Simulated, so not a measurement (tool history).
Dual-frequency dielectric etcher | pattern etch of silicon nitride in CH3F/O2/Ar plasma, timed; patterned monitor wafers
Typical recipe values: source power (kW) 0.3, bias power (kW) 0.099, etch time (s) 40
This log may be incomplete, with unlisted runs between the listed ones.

run   hour  source power (kW)  bias power (kW)  etch time (s)  wafers since the last listed run  hours since the last wet clean  hours since the last source power generator calibration  hours since the last bias power generator calibration  hours since the last upper electrode change  hours since the gauge calibration  read-back reference wafer on the same gauge, depth_nm  mean etch depth across the wafer (nm)
  1      0                0.3            0.099             40                                 0                           341.7                                                   3525.9                                                 2604.5                                       2031.3                               20.6                                                  27.91                                  28.02
      26.4  -- wet clean of the chamber
  2   65.5                0.3            0.099             40                               520                            39.1                                                   3591.4                                                   2670                                       2096.8                               86.1                                                  27.89                                  28.17
  3  115.5                0.3            0.106             40                               626                            89.1                                                   3641.4                                                   2720                                       2146.8                              136.1                                                  27.91                                  28.61
  4  167.2                0.3            0.106             40                               647                           140.8                                                   3693.1                                                 2771.7                                       2198.5                              187.8                                                  27.91                                  28.64
  5  218.4                0.3            0.106             40                               641                             192                                                   3744.3                                                 2822.9                                       2249.7                                239                                                  27.89                                  28.52
  6  263.2                0.3            0.093             40                               561                           236.8                                                   3789.1                                                 2867.7                                       2294.5                              283.8                                                  27.89                                  27.59
     297.2  -- source power generator calibrated
  7  311.1                0.3            0.093             40                               550                           284.7                                                     13.9                                                 2915.6                                       2342.4                              331.7                                                  27.88                                  27.57
  8  341.4                0.3            0.093             40                               379                             315                                                     44.2                                                 2945.9                                       2372.7                                362                                                  27.89                                  27.49
  9  404.4                0.3            0.099             34                               789                             378                                                    107.2                                                 3008.9                                       2435.7                                425                                                   27.9                                  23.62
     435.6  -- upper electrode replaced
     449.8  -- wet clean of the chamber
 10  467.1                0.3            0.099           48.5                               306                            17.3                                                    169.9                                                 3071.6                                         31.5                              487.7                                                   27.9                                  34.33
     503.9  -- bias power generator calibrated
 11  538.9               0.34            0.099             40                               849                            89.1                                                    241.7                                                     35                                        103.3                              559.5                                                  27.92                                  29.08
 12  578.5                0.3            0.099             40                               496                           128.7                                                    281.3                                                   74.6                                        142.9                              599.1                                                  27.91                                  28.16
     601.8  -- gauge calibrated
 13  630.6               0.27            0.089             35                               652                           180.8                                                    333.4                                                  126.7                                          195                               28.8                                                  27.89                                  23.36
 14  663.8               0.35            0.118           46.5                               416                             214                                                    366.6                                                  159.9                                        228.2                                 62                                                  27.92                                  35.48
 15    712                0.3            0.119             40                               604                           262.2                                                    414.8                                                  208.1                                        276.4                              110.2                                                  27.91                                  29.43
 16  763.6                0.3            0.099             40                               646                           313.8                                                    466.4                                                  259.7                                          328                              161.8                                                  27.89                                  27.97
 17    810               0.26            0.116             40                               581                           360.2                                                    512.8                                                  306.1                                        374.4                              208.2                                                  27.88                                  28.23
     841.8  -- wet clean of the chamber
 18  871.9               0.26             0.09           51.5                               475                            30.1                                                    574.7                                                    368                                        436.3                              270.1                                                  27.89                                  34.41
 19  904.1               0.27            0.089             35                               403                            62.3                                                    606.9                                                  400.2                                        468.5                              302.3                                                  27.89                                  23.46

Estimate the outcome of run 20 from the log above:
 20  972.4               0.34             0.11           47.5                               856                           130.6                                                    675.2                                                  468.5                                        536.8                              370.6                                                      ?                                      ?

read-back reference wafer on the same gauge, depth_nm: 27.89
mean etch depth across the wafer (nm): 35.28
If the tool had no hidden condition, the same run with the same run-to-run variation would have returned mean etch depth across the wafer (nm) 35.49.

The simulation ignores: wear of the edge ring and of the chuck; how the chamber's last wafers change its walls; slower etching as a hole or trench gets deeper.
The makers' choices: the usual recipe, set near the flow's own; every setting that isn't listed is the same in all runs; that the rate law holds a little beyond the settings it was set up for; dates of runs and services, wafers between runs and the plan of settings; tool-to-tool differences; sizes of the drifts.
